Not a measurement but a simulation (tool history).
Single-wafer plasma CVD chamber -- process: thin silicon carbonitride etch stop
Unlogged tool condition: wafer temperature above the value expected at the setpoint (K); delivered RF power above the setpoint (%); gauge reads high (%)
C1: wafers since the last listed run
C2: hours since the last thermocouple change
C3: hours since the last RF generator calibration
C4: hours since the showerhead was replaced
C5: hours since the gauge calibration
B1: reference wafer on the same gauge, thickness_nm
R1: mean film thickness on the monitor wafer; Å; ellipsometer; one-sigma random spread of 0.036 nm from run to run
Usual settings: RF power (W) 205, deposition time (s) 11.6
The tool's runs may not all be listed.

Run 1, day 0: usual settings; C1 0; C2 1354.4; C3 644.6; C4 4184.3; C5 374.4; B1 8.53. Result: R1 72.8 Å.
At day 1.662: gauge calibrated.
Run 2, day 2.254: usual settings; C1 845; C2 1408.5; C3 698.7; C4 4238.4; C5 14.2; B1 8.529. Result: R1 72.24 Å.
Run 3, day 4.738: usual settings; C1 931; C2 1468.1; C3 758.3; C4 4298; C5 73.8; B1 8.537. Result: R1 73.15 Å.
Run 4, day 7.604: usual settings but RF power (W) 185; C1 1074; C2 1536.9; C3 827.1; C4 4366.8; C5 142.6; B1 8.526. Result: R1 69.81 Å.
At day 10: showerhead replaced.
At day 11.383: thermocouple changed; heater temperature recalibrated.
Run 5, day 11.729: usual settings; C1 1296; C2 8.3; C3 926.1; C4 41.5; C5 241.6; B1 8.532. Result: R1 72.5 Å.
Run 6, day 13.75: usual settings; C1 757; C2 56.8; C3 974.6; C4 90; C5 290.1; B1 8.527. Result: R1 73.19 Å.
Run 7, day 15.45: usual settings; C1 637; C2 97.6; C3 1015.4; C4 130.8; C5 330.9; B1 8.524. Result: R1 73.77 Å.
At day 16.221: gauge calibrated.
At day 17.083: RF generator calibrated.
Run 8, day 18.367: usual settings but deposition time (s) 9.7; C1 968; C2 167.6; C3 30.8; C4 200.8; C5 51.5; B1 8.531. Result: R1 61.08 Å.
Run 9, day 20.454: usual settings but RF power (W) 170; C1 782; C2 217.7; C3 80.9; C4 250.9; C5 101.6; B1 8.519. Result: R1 67.92 Å.
Run 10, day 22.654: usual settings but RF power (W) 225; C1 824; C2 270.5; C3 133.7; C4 303.7; C5 154.4; B1 8.532. Result: R1 75.8 Å.
Run 11, day 24.483: usual settings but RF power (W) 220, deposition time (s) 10.5; C1 685; C2 314.4; C3 177.6; C4 347.6; C5 198.3; B1 8.527. Result: R1 67.66 Å.
Run 12, day 26.817: usual settings but RF power (W) 215; C1 874; C2 370.4; C3 233.6; C4 403.6; C5 254.3; B1 8.527. Result: R1 75.03 Å.
Run 13, day 28.525: usual settings but RF power (W) 180, deposition time (s) 10; C1 640; C2 411.4; C3 274.6; C4 444.6; C5 295.3; B1 8.536. Result: R1 59.67 Å.
Run 14, day 31.008: usual settings; C1 931; C2 471; C3 334.2; C4 504.2; C5 354.9; B1 8.533. Result: R1 73.56 Å.

4 options for the next run, each taken on its own from the tool as it stands now. Forecast them:
Run A, day 31.025: usual settings but deposition time (s) 12.9; C1 6; C2 471.4; C3 334.6; C4 504.6; C5 355.3; B1 ?. Result: R1 ?.
Run B, day 31.025: usual settings but RF power (W) 175; C1 6; C2 471.4; C3 334.6; C4 504.6; C5 355.3; B1 ?. Result: R1 ?.
Run C, day 31.025: usual settings but RF power (W) 180, deposition time (s) 9.9; C1 6; C2 471.4; C3 334.6; C4 504.6; C5 355.3; B1 ?. Result: R1 ?.
Run D, day 31.025: usual settings but RF power (W) 180; C1 6; C2 471.4; C3 334.6; C4 504.6; C5 355.3; B1 ?. Result: R1 ?.

run     B1     R1
  A  8.532  80.92
  B  8.532  68.37
  C  8.532  59.02
  D  8.532  69.15
With no hidden state in the tool, these same runs would have given:
run     R1
  A  80.92
  B  68.37
  C  59.02
  D  69.15
